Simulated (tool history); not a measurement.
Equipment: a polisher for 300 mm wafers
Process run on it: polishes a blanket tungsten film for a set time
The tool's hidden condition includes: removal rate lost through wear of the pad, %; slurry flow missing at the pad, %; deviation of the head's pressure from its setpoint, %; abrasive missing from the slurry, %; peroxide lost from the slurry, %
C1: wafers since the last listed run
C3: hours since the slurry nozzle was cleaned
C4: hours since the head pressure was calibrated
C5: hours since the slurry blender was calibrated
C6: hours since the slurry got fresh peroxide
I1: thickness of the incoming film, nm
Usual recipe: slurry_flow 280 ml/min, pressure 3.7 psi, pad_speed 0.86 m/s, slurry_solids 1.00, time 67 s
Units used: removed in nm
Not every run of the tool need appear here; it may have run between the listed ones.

run 1 hour=0.0 | slurry_flow=220 pressure=3.7 pad_speed=0.86 slurry_solids=1.00 time=67 | C1=0 wafers_polished_on_this_pad=1476 C3=311.0 C4=411.2 C5=193.2 C6=149.0 | I1=1024.9 | removed=218.0
-- hour=6.2 slurry blender recalibrated
-- hour=7.8 slurry nozzle cleaned
run 2 hour=25.0 | slurry_flow=220 pressure=3.7 pad_speed=0.86 slurry_solids=1.00 time=67 | C1=225 wafers_polished_on_this_pad=1702 C3=17.2 C4=436.2 C5=18.8 C6=174.0 | I1=1039.5 | removed=247.0
-- hour=31.0 slurry tank refilled with fresh slurry and peroxide
-- hour=52.2 worn pad replaced by a new one
run 3 hour=59.8 | slurry_flow=220 pressure=3.7 pad_speed=0.86 slurry_solids=1.00 time=67 | C1=305 wafers_polished_on_this_pad=77 C3=52.0 C4=471.0 C5=53.6 C6=28.8 | I1=1021.1 | removed=243.5
run 4 hour=86.0 | slurry_flow=280 pressure=3.7 pad_speed=0.86 slurry_solids=1.00 time=67 | C1=268 wafers_polished_on_this_pad=345 C3=78.2 C4=497.2 C5=79.8 C6=55.0 | I1=1018.9 | removed=256.3
run 5 hour=111.8 | slurry_flow=280 pressure=3.7 pad_speed=0.86 slurry_solids=1.00 time=67 | C1=264 wafers_polished_on_this_pad=610 C3=104.0 C4=523.0 C5=105.6 C6=80.8 | I1=1035.8 | removed=251.2
run 6 hour=129.2 | slurry_flow=280 pressure=3.7 pad_speed=0.86 slurry_solids=1.00 time=67 | C1=178 wafers_polished_on_this_pad=788 C3=121.4 C4=540.4 C5=123.0 C6=98.2 | I1=1008.9 | removed=248.0
run 7 hour=141.8 | slurry_flow=280 pressure=3.7 pad_speed=1.12 slurry_solids=1.00 time=67 | C1=129 wafers_polished_on_this_pad=917 C3=134.0 C4=553.0 C5=135.6 C6=110.8 | I1=1012.0 | removed=319.3
run 8 hour=156.9 | slurry_flow=280 pressure=3.7 pad_speed=1.06 slurry_solids=1.00 time=67 | C1=154 wafers_polished_on_this_pad=1071 C3=149.1 C4=568.1 C5=150.7 C6=125.9 | I1=1009.9 | removed=296.2
run 9 hour=176.4 | slurry_flow=280 pressure=3.7 pad_speed=0.86 slurry_solids=1.00 time=67 | C1=199 wafers_polished_on_this_pad=1271 C3=168.6 C4=587.6 C5=170.2 C6=145.4 | I1=1011.6 | removed=248.8
-- hour=196.2 slurry blender recalibrated
run 10 hour=210.7 | slurry_flow=250 pressure=3.7 pad_speed=1.04 slurry_solids=1.00 time=67 | C1=330 wafers_polished_on_this_pad=1602 C3=202.9 C4=621.9 C5=14.5 C6=179.7 | I1=1031.7 | removed=287.5
run 11 hour=232.7 | slurry_flow=280 pressure=3.7 pad_speed=0.86 slurry_solids=1.00 time=81 | C1=225 wafers_polished_on_this_pad=1827 C3=224.9 C4=643.9 C5=36.5 C6=201.7 | I1=1019.7 | removed=294.6
-- hour=235.1 slurry tank refilled with fresh slurry and peroxide
-- hour=248.7 worn pad replaced by a new one
run 12 hour=268.3 | slurry_flow=355 pressure=3.7 pad_speed=0.74 slurry_solids=0.75 time=80 | C1=313 wafers_polished_on_this_pad=200 C3=260.5 C4=679.5 C5=72.1 C6=33.2 | I1=1021.3 | removed=239.8
run 13 hour=303.3 | slurry_flow=280 pressure=4.7 pad_speed=0.86 slurry_solids=1.10 time=67 | C1=358 wafers_polished_on_this_pad=559 C3=295.5 C4=714.5 C5=107.1 C6=68.2 | I1=1022.1 | removed=313.9
-- hour=312.0 slurry nozzle cleaned
run 14 hour=322.1 | slurry_flow=245 pressure=3.7 pad_speed=0.94 slurry_solids=1.25 time=80 | C1=182 wafers_polished_on_this_pad=741 C3=10.1 C4=733.3 C5=125.9 C6=87.0 | I1=1019.9 | removed=349.6
run 15 hour=351.7 | slurry_flow=280 pressure=3.7 pad_speed=0.86 slurry_solids=0.80 time=67 | C1=303 wafers_polished_on_this_pad=1044 C3=39.7 C4=762.9 C5=155.5 C6=116.6 | I1=1009.3 | removed=234.6
run 16 hour=377.1 | slurry_flow=335 pressure=3.7 pad_speed=0.86 slurry_solids=0.80 time=55 | C1=260 wafers_polished_on_this_pad=1304 C3=65.1 C4=788.3 C5=180.9 C6=142.0 | I1=1021.0 | removed=196.1
-- hour=396.3 slurry blender recalibrated
run 17 hour=400.1 | slurry_flow=280 pressure=3.7 pad_speed=0.86 slurry_solids=1.00 time=67 | C1=215 wafers_polished_on_this_pad=1519 C3=88.1 C4=811.3 C5=3.8 C6=165.0 | I1=1026.1 | removed=252.3
run 18 hour=419.2 | slurry_flow=280 pressure=3.7 pad_speed=0.86 slurry_solids=1.00 time=53 | C1=195 wafers_polished_on_this_pad=1715 C3=107.2 C4=830.4 C5=22.9 C6=184.1 | I1=1018.5 | removed=197.8
-- hour=425.6 head pressure recalibrated
-- hour=451.3 slurry tank refilled with fresh slurry and peroxide
-- hour=455.6 worn pad replaced by a new one
run 19 hour=456.1 | slurry_flow=280 pressure=4.5 pad_speed=0.86 slurry_solids=1.30 time=67 | C1=306 wafers_polished_on_this_pad=4 C3=144.1 C4=30.5 C5=59.8 C6=4.8 | I1=1019.5 | removed=314.1
run 20 hour=520.2 | slurry_flow=305 pressure=3.7 pad_speed=0.98 slurry_solids=1.00 time=86 | C1=656 wafers_polished_on_this_pad=661 C3=208.2 C4=94.6 C5=123.9 C6=68.9 | I1=1010.6 | removed=355.6
run 21 hour=554.9 | slurry_flow=280 pressure=3.7 pad_speed=1.06 slurry_solids=1.15 time=67 | C1=355 wafers_polished_on_this_pad=1016 C3=242.9 C4=129.3 C5=158.6 C6=103.6 | I1=1026.6 | removed=310.2
-- hour=566.0 slurry blender recalibrated
run 22 hour=570.3 | slurry_flow=280 pressure=3.7 pad_speed=0.86 slurry_solids=1.00 time=67 | C1=137 wafers_polished_on_this_pad=1153 C3=258.3 C4=144.7 C5=4.3 C6=119.0 | I1=1028.2 | removed=244.5
run 23 hour=610.1 | slurry_flow=280 pressure=3.1 pad_speed=0.86 slurry_solids=0.75 time=84 | C1=407 wafers_polished_on_this_pad=1561 C3=298.1 C4=184.5 C5=44.1 C6=158.8 | I1=1027.5 | removed=234.6
-- hour=620.4 slurry nozzle cleaned
run 24 hour=625.8 | slurry_flow=280 pressure=3.7 pad_speed=0.86 slurry_solids=0.90 time=67 | C1=150 wafers_polished_on_this_pad=1711 C3=5.4 C4=200.2 C5=59.8 C6=174.5 | I1=1015.8 | removed=245.9
-- hour=632.2 worn pad replaced by a new one
run 25 hour=652.2 | slurry_flow=280 pressure=3.7 pad_speed=0.86 slurry_solids=1.00 time=67 | C1=229 wafers_polished_on_this_pad=205 C3=31.8 C4=226.6 C5=86.2 C6=200.9 | I1=1023.8 | removed=251.9
-- hour=676.8 slurry tank refilled with fresh slurry and peroxide
run 26 hour=680.5 | slurry_flow=280 pressure=3.7 pad_speed=0.86 slurry_solids=1.00 time=67 | C1=279 wafers_polished_on_this_pad=484 C3=60.1 C4=254.9 C5=114.5 C6=3.7 | I1=1015.5 | removed=251.3

Here are 4 independent what-if runs from the current tool condition. What would each one return?
run A hour=680.9 | slurry_flow=280 pressure=3.7 pad_speed=0.86 slurry_solids=1.00 time=67 | C1=4 wafers_polished_on_this_pad=488 C3=60.5 C4=255.3 C5=114.9 C6=4.1 | I1=1014.8 | removed=?
run B hour=680.9 | slurry_flow=280 pressure=3.0 pad_speed=0.86 slurry_solids=1.00 time=67 | C1=4 wafers_polished_on_this_pad=488 C3=60.5 C4=255.3 C5=114.9 C6=4.1 | I1=1014.8 | removed=?
run C hour=680.9 | slurry_flow=280 pressure=2.5 pad_speed=0.86 slurry_solids=1.00 time=57 | C1=4 wafers_polished_on_this_pad=488 C3=60.5 C4=255.3 C5=114.9 C6=4.1 | I1=1014.8 | removed=?
run D hour=680.9 | slurry_flow=280 pressure=3.7 pad_speed=0.76 slurry_solids=1.00 time=67 | C1=4 wafers_polished_on_this_pad=488 C3=60.5 C4=255.3 C5=114.9 C6=4.1 | I1=1014.8 | removed=?

run=A removed=250.2
run=B removed=206.1
run=C removed=148.5
run=D removed=222.1
Had the tool no hidden state, the same runs would have come out as:
run=A removed=260.4
run=B removed=214.5
run=C removed=154.6
run=D removed=231.1
